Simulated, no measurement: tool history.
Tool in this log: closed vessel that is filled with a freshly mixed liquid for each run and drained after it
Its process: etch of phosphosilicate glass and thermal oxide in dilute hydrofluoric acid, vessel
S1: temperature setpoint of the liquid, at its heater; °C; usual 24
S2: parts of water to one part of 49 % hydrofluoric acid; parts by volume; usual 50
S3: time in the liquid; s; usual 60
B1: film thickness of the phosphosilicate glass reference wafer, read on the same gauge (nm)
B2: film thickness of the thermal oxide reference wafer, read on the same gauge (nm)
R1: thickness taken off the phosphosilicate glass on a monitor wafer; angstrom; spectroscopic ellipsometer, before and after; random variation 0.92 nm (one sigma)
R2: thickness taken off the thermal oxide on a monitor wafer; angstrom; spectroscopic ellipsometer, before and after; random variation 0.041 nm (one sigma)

Run 1, day 0: usual settings but S3 40 s; B1 110.04; B2 80.02. Result: R1 713 angstrom, R2 41 angstrom.
Run 2, day 2.642: usual settings but S3 40 s; B1 110.01; B2 80.02. Result: R1 718 angstrom, R2 41.6 angstrom.
Run 3, day 4.617: usual settings but S3 40 s; B1 110; B2 80.01. Result: R1 716.3 angstrom, R2 41 angstrom.
Run 4, day 6.417: usual settings; B1 109.97; B2 80.01. Result: R1 1092 angstrom, R2 62.8 angstrom.
Run 5, day 8.421: usual settings; B1 110.04; B2 80.01. Result: R1 1069.6 angstrom, R2 62.1 angstrom.
Run 6, day 10.512: usual settings; B1 110.04; B2 79.99. Result: R1 1062.4 angstrom, R2 62.1 angstrom.
Run 7, day 13.179: usual settings but S1 22.5 °C; B1 110; B2 79.99. Result: R1 1013.6 angstrom, R2 58.8 angstrom.
Run 8, day 15.604: usual settings; B1 109.98; B2 79.98. Result: R1 1087.4 angstrom, R2 62.2 angstrom.
Run 9, day 19.946: usual settings; B1 109.98; B2 80.01. Result: R1 1070.2 angstrom, R2 62.3 angstrom.
Run 10, day 23.196: usual settings but S2 70 parts by volume; B1 110.03; B2 80.02. Result: R1 755.4 angstrom, R2 43.8 angstrom.
At day 26.783: thermometer replaced.
Run 11, day 27.15: usual settings; B1 109.99; B2 80.01. Result: R1 1098.5 angstrom, R2 62.3 angstrom.
Run 12, day 29.238: usual settings but S2 35 parts by volume, S3 30 s; B1 110.01; B2 80.01. Result: R1 790.5 angstrom, R2 46.4 angstrom.
Run 13, day 31.812: usual settings but S1 20 °C; B1 110.05; B2 80.01. Result: R1 932 angstrom, R2 53.3 angstrom.
Run 14, day 33.583: usual settings but S2 25 parts by volume; B1 109.97; B2 80.04. Result: R1 2301.3 angstrom, R2 129.5 angstrom.
Run 15, day 47.012: usual settings but S2 30 parts by volume, S3 75 s; B1 110.03; B2 79.99. Result: R1 2396.6 angstrom, R2 136.1 angstrom.
At day 50.708: hydrofluoric acid flow meter replaced.
Run 16, day 51.171: usual settings but S1 28.5 °C, S2 65 parts by volume, S3 45 s; B1 110.02; B2 80.02. Result: R1 715.7 angstrom, R2 41.2 angstrom.
Run 17, day 54.658: usual settings; B1 110.02; B2 79.97. Result: R1 1054.5 angstrom, R2 61.1 angstrom.
At day 56.842: gauge calibrated.
Run 18, day 56.871: usual settings but S1 22.5 °C, S2 40 parts by volume, S3 75 s; B1 109.96; B2 80.02. Result: R1 1554.4 angstrom, R2 90.5 angstrom.
Run 19, day 61.138: usual settings but S1 28 °C, S2 70 parts by volume; B1 109.98; B2 79.98. Result: R1 866.6 angstrom, R2 50.1 angstrom.
Run 20, day 63.908: usual settings but S1 27 °C, S2 35 parts by volume, S3 30 s; B1 109.95; B2 79.99. Result: R1 867.7 angstrom, R2 50.3 angstrom.
Run 21, day 68.317: usual settings; B1 110.02; B2 80.01. Result: R1 1055.2 angstrom, R2 61.2 angstrom.
Run 22, day 72.075: usual settings but S2 60 parts by volume, S3 70 s; B1 110.01; B2 79.98. Result: R1 1013.6 angstrom, R2 58.8 angstrom.
Run 23, day 75.617: usual settings but S1 28 °C, S2 60 parts by volume, S3 45 s; B1 110.02; B2 80.04. Result: R1 764 angstrom, R2 44.3 angstrom.

Branching from run 23: 4 alternative next runs. What would each branch give?
Run A, day 75.646: usual settings but S3 80 s; B1 ?; B2 ?. Result: R1 ?, R2 ?.
Run B, day 75.646: usual settings but S1 27 °C; B1 ?; B2 ?. Result: R1 ?, R2 ?.
Run C, day 75.646: usual settings but S2 65 parts by volume, S3 40 s; B1 ?; B2 ?. Result: R1 ?, R2 ?.
Run D, day 75.646: usual settings but S1 27.5 °C; B1 ?; B2 ?. Result: R1 ?, R2 ?.

run      B1  B2      R1    R2
  A  110.02  80  1392.7  81.8
  B  110.02  80  1180.2  69.3
  C  110.02  80   525.3  30.9
  D  110.02  80  1204.1  70.7
What these runs would have given with no unlogged condition in the tool:
run      R1    R2
  A  1367.8  80.3
  B  1158.9  68.1
  C   515.8  30.3
  D  1182.4  69.5
